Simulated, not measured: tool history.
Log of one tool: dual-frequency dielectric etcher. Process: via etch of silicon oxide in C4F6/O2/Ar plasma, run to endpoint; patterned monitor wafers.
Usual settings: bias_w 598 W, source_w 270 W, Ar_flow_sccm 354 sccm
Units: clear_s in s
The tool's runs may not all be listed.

run,day,bias_w,source_w,Ar_flow_sccm,wafers since the last listed run,hours since the last wet clean,hours since the last bias power generator calibration,hours since the last source power generator calibration,hours since the last Ar flow controller change,hours since the last upper electrode change,"incoming incoming film thickness, nm",clear_s
1,0.000,598,270,299,0,365.7,5194.3,4205.5,1658.3,4926.6,103.9,26.1
2,0.954,598,270,354,458,388.6,5217.2,4228.4,1681.2,4949.5,103.6,26.5
3,2.300,598,270,354,646,420.9,5249.5,4260.7,1713.5,4981.8,103.7,26.4
4,3.542,598,270,354,596,450.7,5279.3,4290.5,1743.3,5011.6,103.1,26.4
# day 4.988: wet clean of the chamber
# day 5.554: source power generator calibrated
# day 5.942: upper electrode replaced
5,5.962,598,270,354,417,23.4,5337.4,9.8,1801.4,0.5,103.5,26.4
6,5.975,598,270,354,6,23.7,5337.7,10.1,1801.7,0.8,103.3,26.1
# day 6.350: bias power generator calibrated
# day 6.604: Ar flow controller replaced
7,6.729,598,270,354,162,41.8,9.1,28.2,3.0,18.9,103.7,26.3
8,7.438,598,270,354,340,58.8,26.1,45.2,20.0,35.9,104.1,26.5
9,8.738,598,210,354,624,90.0,57.3,76.4,51.2,67.1,103.5,29.6
10,9.638,726,250,437,432,111.6,78.9,98.0,72.8,88.7,104.3,25.3
11,10.325,728,250,274,330,128.1,95.4,114.5,89.3,105.2,103.8,24.5
12,11.183,598,270,354,412,148.7,116.0,135.1,109.9,125.8,103.6,26.2
13,11.846,598,340,354,318,164.6,131.9,151.0,125.8,141.7,103.3,23.8
14,13.050,543,270,354,578,193.5,160.8,179.9,154.7,170.6,103.6,27.7

3 ways to go on from here, each from the tool as it stands after run 14. What would each give?
A,13.067,598,270,354,8,193.9,161.2,180.3,155.1,171.0,102.1,?
B,13.067,683,250,321,8,193.9,161.2,180.3,155.1,171.0,102.1,?
C,13.067,598,290,354,8,193.9,161.2,180.3,155.1,171.0,102.1,?

run,clear_s
A,26.1
B,25.0
C,25.3
Without the tool's hidden state the same runs would have given:
run,clear_s
A,26.1
B,25.0
C,25.3
